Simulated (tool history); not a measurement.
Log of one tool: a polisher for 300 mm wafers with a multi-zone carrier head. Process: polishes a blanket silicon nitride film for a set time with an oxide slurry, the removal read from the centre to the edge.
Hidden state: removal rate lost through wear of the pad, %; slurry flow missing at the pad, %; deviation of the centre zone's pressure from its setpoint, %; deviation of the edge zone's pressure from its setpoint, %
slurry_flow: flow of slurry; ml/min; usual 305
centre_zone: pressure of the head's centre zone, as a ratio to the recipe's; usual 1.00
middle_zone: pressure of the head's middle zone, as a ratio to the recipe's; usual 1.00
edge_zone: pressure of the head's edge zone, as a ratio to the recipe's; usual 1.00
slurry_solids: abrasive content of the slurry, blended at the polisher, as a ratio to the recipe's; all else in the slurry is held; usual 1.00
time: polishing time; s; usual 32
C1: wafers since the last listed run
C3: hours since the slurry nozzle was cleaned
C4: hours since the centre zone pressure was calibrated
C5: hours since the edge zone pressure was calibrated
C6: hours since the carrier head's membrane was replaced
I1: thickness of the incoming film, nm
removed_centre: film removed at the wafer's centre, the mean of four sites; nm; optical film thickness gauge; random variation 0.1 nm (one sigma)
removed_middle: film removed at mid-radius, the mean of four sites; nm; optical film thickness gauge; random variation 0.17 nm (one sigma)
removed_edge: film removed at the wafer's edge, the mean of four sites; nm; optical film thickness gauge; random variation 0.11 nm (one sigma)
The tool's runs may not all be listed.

Run 1, hour 0.0: usual settings but time 25 s; C1 0; wafers polished on this pad 180; C3 559.0; C4 725.6; C5 897.3; C6 48.2; I1 635.3. Result: removed_centre 9.4 nm, removed_middle 8.9 nm, removed_edge 9.4 nm.
Run 2, hour 71.4: usual settings but time 25 s; C1 573; wafers polished on this pad 754; C3 630.4; C4 797.0; C5 968.7; C6 119.6; I1 636.1. Result: removed_centre 9.4 nm, removed_middle 8.8 nm, removed_edge 9.2 nm.
At hour 80.3: slurry nozzle cleaned.
Run 3, hour 154.3: usual settings but slurry_flow 270 ml/min; C1 658; wafers polished on this pad 1412; C3 74.0; C4 879.9; C5 1051.6; C6 202.5; I1 626.4. Result: removed_centre 11.6 nm, removed_middle 11.4 nm, removed_edge 11.9 nm.
Run 4, hour 259.0: usual settings but slurry_solids 0.85; C1 841; wafers polished on this pad 2254; C3 178.7; C4 984.6; C5 1156.3; C6 307.2; I1 626.1. Result: removed_centre 11.3 nm, removed_middle 10.9 nm, removed_edge 11.3 nm.
Run 5, hour 300.5: usual settings but slurry_solids 0.85; C1 333; wafers polished on this pad 2588; C3 220.2; C4 1026.1; C5 1197.8; C6 348.7; I1 631.5. Result: removed_centre 11.2 nm, removed_middle 10.7 nm, removed_edge 11.4 nm.
At hour 381.8: worn pad replaced by a new one.
Run 6, hour 408.0: usual settings but slurry_solids 0.85; C1 831; wafers polished on this pad 210; C3 327.7; C4 1133.6; C5 1305.3; C6 456.2; I1 631.2. Result: removed_centre 11.1 nm, removed_middle 11.0 nm, removed_edge 11.0 nm.
Run 7, hour 461.1: usual settings but time 42 s; C1 426; wafers polished on this pad 637; C3 380.8; C4 1186.7; C5 1358.4; C6 509.3; I1 627.3. Result: removed_centre 15.3 nm, removed_middle 14.9 nm, removed_edge 15.9 nm.
Run 8, hour 524.0: usual settings but time 38 s; C1 505; wafers polished on this pad 1143; C3 443.7; C4 1249.6; C5 1421.3; C6 572.2; I1 632.3. Result: removed_centre 13.9 nm, removed_middle 13.9 nm, removed_edge 14.1 nm.
At hour 568.7: edge zone pressure recalibrated.
Run 9, hour 597.0: usual settings; C1 570; wafers polished on this pad 1713; C3 516.7; C4 1322.6; C5 28.3; C6 645.2; I1 625.1. Result: removed_centre 11.8 nm, removed_middle 11.8 nm, removed_edge 11.9 nm.
Run 10, hour 672.8: usual settings; C1 609; wafers polished on this pad 2323; C3 592.5; C4 1398.4; C5 104.1; C6 721.0; I1 615.5. Result: removed_centre 11.6 nm, removed_middle 11.4 nm, removed_edge 12.0 nm.
At hour 677.0: centre zone pressure recalibrated.
Run 11, hour 735.6: usual settings but slurry_flow 245 ml/min, middle_zone 1.10, time 21 s; C1 488; wafers polished on this pad 2811; C3 655.3; C4 58.6; C5 166.9; C6 783.8; I1 628.0. Result: removed_centre 7.5 nm, removed_middle 8.1 nm, removed_edge 7.6 nm.
Run 12, hour 787.2: usual settings but edge_zone 1.10; C1 414; wafers polished on this pad 3226; C3 706.9; C4 110.2; C5 218.5; C6 835.4; I1 638.1. Result: removed_centre 11.9 nm, removed_middle 11.4 nm, removed_edge 12.5 nm.
At hour 835.0: slurry nozzle cleaned.
Run 13, hour 884.2: usual settings but centre_zone 0.93; C1 771; wafers polished on this pad 3998; C3 49.2; C4 207.2; C5 315.5; C6 932.4; I1 628.5. Result: removed_centre 10.9 nm, removed_middle 11.5 nm, removed_edge 12.1 nm.
At hour 897.9: worn pad replaced by a new one.
Run 14, hour 938.0: usual settings but middle_zone 0.92; C1 400; wafers polished on this pad 322; C3 103.0; C4 261.0; C5 369.3; C6 986.2; I1 627.2. Result: removed_centre 11.7 nm, removed_middle 10.6 nm, removed_edge 11.9 nm.
Run 15, hour 984.6: usual settings but slurry_flow 410 ml/min, centre_zone 1.09, time 24 s; C1 374; wafers polished on this pad 696; C3 149.6; C4 307.6; C5 415.9; C6 1032.8; I1 624.4. Result: removed_centre 10.0 nm, removed_middle 8.8 nm, removed_edge 9.0 nm.
Run 16, hour 1083.8: usual settings; C1 797; wafers polished on this pad 1494; C3 248.8; C4 406.8; C5 515.1; C6 1132.0; I1 625.4. Result: removed_centre 11.9 nm, removed_middle 11.6 nm, removed_edge 11.9 nm.
Run 17, hour 1149.4: usual settings but edge_zone 0.96; C1 527; wafers polished on this pad 2021; C3 314.4; C4 472.4; C5 580.7; C6 1197.6; I1 628.9. Result: removed_centre 11.8 nm, removed_middle 11.4 nm, removed_edge 11.6 nm.
Run 18, hour 1199.9: usual settings but time 39 s; C1 405; wafers polished on this pad 2427; C3 364.9; C4 522.9; C5 631.2; C6 1248.1; I1 634.7. Result: removed_centre 14.3 nm, removed_middle 13.9 nm, removed_edge 14.6 nm.
Run 19, hour 1236.6: usual settings but slurry_flow 360 ml/min, slurry_solids 1.25, time 40 s; C1 295; wafers polished on this pad 2722; C3 401.6; C4 559.6; C5 667.9; C6 1284.8; I1 621.2. Result: removed_centre 16.0 nm, removed_middle 15.8 nm, removed_edge 16.2 nm.
At hour 1327.6: worn pad replaced by a new one.
Run 20, hour 1333.5: usual settings but centre_zone 0.89, slurry_solids 0.85; C1 746; wafers polished on this pad 47; C3 498.5; C4 656.5; C5 764.8; C6 1381.7; I1 627.1. Result: removed_centre 10.0 nm, removed_middle 10.9 nm, removed_edge 11.2 nm.
Run 21, hour 1428.6: usual settings; C1 764; wafers polished on this pad 811; C3 593.6; C4 751.6; C5 859.9; C6 1476.8; I1 631.7. Result: removed_centre 11.9 nm, removed_middle 11.4 nm, removed_edge 12.0 nm.
Run 22, hour 1516.0: usual settings but slurry_flow 385 ml/min, middle_zone 0.88, time 40 s; C1 702; wafers polished on this pad 1514; C3 681.0; C4 839.0; C5 947.3; C6 1564.2; I1 620.7. Result: removed_centre 15.0 nm, removed_middle 13.4 nm, removed_edge 15.4 nm.

Forecast each of these 4 alternatives for the next run:
Run A, hour 1516.4: usual settings but slurry_solids 1.20; C1 3; wafers polished on this pad 1517; C3 681.4; C4 839.4; C5 947.7; C6 1564.6; I1 631.0. Result: removed_centre ?, removed_middle ?, removed_edge ?.
Run B, hour 1516.4: usual settings but centre_zone 0.92, middle_zone 0.92, time 25 s; C1 3; wafers polished on this pad 1517; C3 681.4; C4 839.4; C5 947.7; C6 1564.6; I1 631.0. Result: removed_centre ?, removed_middle ?, removed_edge ?.
Run C, hour 1516.4: usual settings but slurry_flow 390 ml/min; C1 3; wafers polished on this pad 1517; C3 681.4; C4 839.4; C5 947.7; C6 1564.6; I1 631.0. Result: removed_centre ?, removed_middle ?, removed_edge ?.
Run D, hour 1516.4: usual settings but middle_zone 0.89, edge_zone 0.96, slurry_solids 0.80, time 35 s; C1 3; wafers polished on this pad 1517; C3 681.4; C4 839.4; C5 947.7; C6 1564.6; I1 631.0. Result: removed_centre ?, removed_middle ?, removed_edge ?.

run  removed_centre  removed_middle  removed_edge
  A            12.5            12.5          12.8
  B             8.4             8.5           9.4
  C            12.0            12.0          12.2
  D            11.8            10.7          11.8
Without the tool's hidden state the same runs would have given:
run  removed_centre  removed_middle  removed_edge
  A            12.5            12.5          12.8
  B             8.4             8.5           9.4
  C            12.0            12.0          12.2
  D            11.8            10.7          11.8
